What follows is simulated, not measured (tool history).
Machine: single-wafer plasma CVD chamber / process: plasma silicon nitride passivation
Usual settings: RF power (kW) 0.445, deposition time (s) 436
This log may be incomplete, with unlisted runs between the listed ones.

run,day,RF power (kW),deposition time (s),wafers since the last listed run,hours since the last RF generator calibration,hours since the showerhead was replaced,hours since the gauge calibration,"read-back reference wafer on the same gauge, thickness_nm",mean film thickness on the monitor wafer (angstrom)
1,0.000,0.445,436,0,1617.2,3316.3,308.2,524.061,6297.27
2,2.954,0.405,411,221,1688.1,3387.2,379.1,523.427,5804.52
3,4.954,0.405,411,150,1736.1,3435.2,427.1,523.954,5808.21
4,7.425,0.445,436,185,1795.4,3494.5,486.4,523.816,6285.27
5,8.892,0.445,436,110,1830.6,3529.7,521.6,523.744,6303.77
6,10.779,0.445,436,141,1875.9,3575.0,566.9,524.298,6281.83
7,13.412,0.445,436,197,1939.1,3638.2,630.1,523.868,6280.23
8,14.892,0.445,436,111,1974.6,3673.7,665.6,523.942,6276.86
9,16.800,0.445,436,143,2020.4,3719.5,711.4,524.153,6266.20
10,18.596,0.445,436,134,2063.5,3762.6,754.5,524.310,6268.17
11,21.542,0.355,503,221,2134.2,3833.3,825.2,524.185,6855.62
12,22.900,0.445,436,102,2166.8,3865.9,857.8,523.597,6252.43
# day 24.350: RF generator calibrated
# day 24.521: showerhead replaced
# day 25.742: gauge calibrated
13,26.654,0.395,467,244,55.3,51.2,21.9,523.918,6654.15
14,27.742,0.420,522,81,81.4,77.3,48.0,523.812,7528.57
15,29.892,0.365,502,161,133.0,128.9,99.6,523.965,7018.30
16,31.404,0.445,436,113,169.3,165.2,135.9,524.091,6381.75
17,33.821,0.495,383,181,227.3,223.2,193.9,523.748,5754.80
18,38.233,0.405,484,331,333.2,329.1,299.8,524.016,6935.85
19,42.229,0.445,436,300,429.1,425.0,395.7,523.734,6382.71

5 ways to go on from here, each from the tool as it stands after run 19. What would each give?
A,42.250,0.390,436,1,429.6,425.5,396.2,?,?
B,42.250,0.475,477,1,429.6,425.5,396.2,?,?
C,42.250,0.490,354,1,429.6,425.5,396.2,?,?
D,42.250,0.490,467,1,429.6,425.5,396.2,?,?
E,42.250,0.465,368,1,429.6,425.5,396.2,?,?

run,"read-back reference wafer on the same gauge, thickness_nm",mean film thickness on the monitor wafer (angstrom)
A,523.762,6187.86
B,523.762,7093.03
C,523.762,5303.79
D,523.762,6996.81
E,523.762,5444.21
Stripped of hidden state, with their random variation kept, the same runs would have yielded:
run,mean film thickness on the monitor wafer (angstrom)
A,6193.40
B,7099.38
C,5308.54
D,7003.07
E,5449.08
